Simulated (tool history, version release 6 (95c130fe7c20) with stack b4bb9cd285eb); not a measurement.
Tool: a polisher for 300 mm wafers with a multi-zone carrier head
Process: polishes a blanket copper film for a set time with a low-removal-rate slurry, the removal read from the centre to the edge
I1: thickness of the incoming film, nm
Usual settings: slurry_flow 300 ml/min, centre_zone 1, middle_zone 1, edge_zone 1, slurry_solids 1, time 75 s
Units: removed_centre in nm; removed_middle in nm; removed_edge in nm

{"run": 1, "day": 0.0, "slurry_flow": 300, "centre_zone": 1, "middle_zone": 1, "edge_zone": 1, "slurry_solids": 1, "time": 55, "I1": 820.1, "removed_centre": 199.9, "removed_middle": 192.8, "removed_edge": 203.7}
{"run": 2, "day": 2.912, "slurry_flow": 300, "centre_zone": 1, "middle_zone": 1, "edge_zone": 1, "slurry_solids": 1, "time": 55, "I1": 810.2, "removed_centre": 194.7, "removed_middle": 191.4, "removed_edge": 196.7}
{"day": 3.392, "done": "worn pad replaced by a new one"}
{"run": 3, "day": 4.25, "slurry_flow": 300, "centre_zone": 1, "middle_zone": 1, "edge_zone": 1, "slurry_solids": 1, "time": 55, "I1": 808.2, "removed_centre": 198.5, "removed_middle": 195.9, "removed_edge": 200.7}
{"run": 4, "day": 5.262, "slurry_flow": 300, "centre_zone": 1, "middle_zone": 1, "edge_zone": 1, "slurry_solids": 1, "time": 75, "I1": 809.1, "removed_centre": 270.1, "removed_middle": 268, "removed_edge": 271.2}
{"run": 5, "day": 7.825, "slurry_flow": 300, "centre_zone": 1, "middle_zone": 1, "edge_zone": 1, "slurry_solids": 1, "time": 75, "I1": 814.1, "removed_centre": 266, "removed_middle": 264.9, "removed_edge": 265.5}
{"day": 8.425, "done": "worn pad replaced by a new one"}
{"run": 6, "day": 9.796, "slurry_flow": 300, "centre_zone": 1, "middle_zone": 1, "edge_zone": 1, "slurry_solids": 1, "time": 75, "I1": 806, "removed_centre": 255.6, "removed_middle": 256.6, "removed_edge": 260.1}
{"day": 12.033, "done": "carrier head's membrane replaced by a new one"}
{"day": 12.204, "done": "worn pad replaced by a new one, repeated, since the last time left the tool worse"}
{"run": 7, "day": 12.225, "slurry_flow": 300, "centre_zone": 1, "middle_zone": 1.08, "edge_zone": 1, "slurry_solids": 1, "time": 75, "I1": 800.2, "removed_centre": 272.2, "removed_middle": 277.1, "removed_edge": 276.3}
{"day": 13.104, "done": "slurry nozzle cleaned"}
{"day": 13.746, "done": "edge zone pressure recalibrated"}
{"run": 8, "day": 13.767, "slurry_flow": 205, "centre_zone": 1, "middle_zone": 1, "edge_zone": 1, "slurry_solids": 1, "time": 75, "I1": 824.1, "removed_centre": 252.6, "removed_middle": 261.1, "removed_edge": 261.6}
{"day": 16.304, "done": "centre zone pressure recalibrated"}
{"run": 9, "day": 16.575, "slurry_flow": 235, "centre_zone": 1.09, "middle_zone": 1.11, "edge_zone": 1.05, "slurry_solids": 1, "time": 75, "I1": 809.9, "removed_centre": 278.3, "removed_middle": 266.4, "removed_edge": 267.2}
{"run": 10, "day": 17.833, "slurry_flow": 300, "centre_zone": 1, "middle_zone": 1, "edge_zone": 1, "slurry_solids": 1, "time": 64, "I1": 793.1, "removed_centre": 224.1, "removed_middle": 223.1, "removed_edge": 222.9}
{"day": 18.258, "done": "worn pad replaced by a new one"}
{"run": 11, "day": 20.017, "slurry_flow": 300, "centre_zone": 1, "middle_zone": 1, "edge_zone": 1, "slurry_solids": 0.85, "time": 88, "I1": 805.4, "removed_centre": 303.9, "removed_middle": 302.1, "removed_edge": 312}
{"run": 12, "day": 21.583, "slurry_flow": 215, "centre_zone": 1, "middle_zone": 1, "edge_zone": 1, "slurry_solids": 1, "time": 75, "I1": 818.4, "removed_centre": 255.2, "removed_middle": 253.8, "removed_edge": 262.7}
{"day": 23.579, "done": "worn pad replaced by a new one"}
{"run": 13, "day": 23.721, "slurry_flow": 235, "centre_zone": 1.09, "middle_zone": 1.11, "edge_zone": 1.05, "slurry_solids": 1, "time": 75, "I1": 805.1, "removed_centre": 282.5, "removed_middle": 274.8, "removed_edge": 271}
{"run": 14, "day": 26.4, "slurry_flow": 300, "centre_zone": 1, "middle_zone": 1, "edge_zone": 1, "slurry_solids": 1, "time": 75, "I1": 804.9, "removed_centre": 268.1, "removed_middle": 266.8, "removed_edge": 271.5}

Some steps in removed_centre between neighbouring runs. How much of each would the tool show without its hidden state too (settings, what came in, random variation), and how much is left for the hidden state, with any gauge scatter that isn't in both results?
The hidden state here: removal rate lost through wear of the pad, %; slurry flow missing at the pad, %; deviation of the centre zone's pressure from its setpoint, %; deviation of the edge zone's pressure from its setpoint, %.
Run 6 -> 7: middle_zone 1 -> 1.08, carrier head's membrane replaced by a new one, worn pad replaced by a new one, repeated, since the last time left the tool worse. removed_centre +16.6 nm: hidden state +14.1, all else +2.5.
Run 10 -> 11: slurry_solids 1 -> 0.85, time 64 -> 88, worn pad replaced by a new one. removed_centre +79.8 nm: hidden state +5.5, all else +74.3.
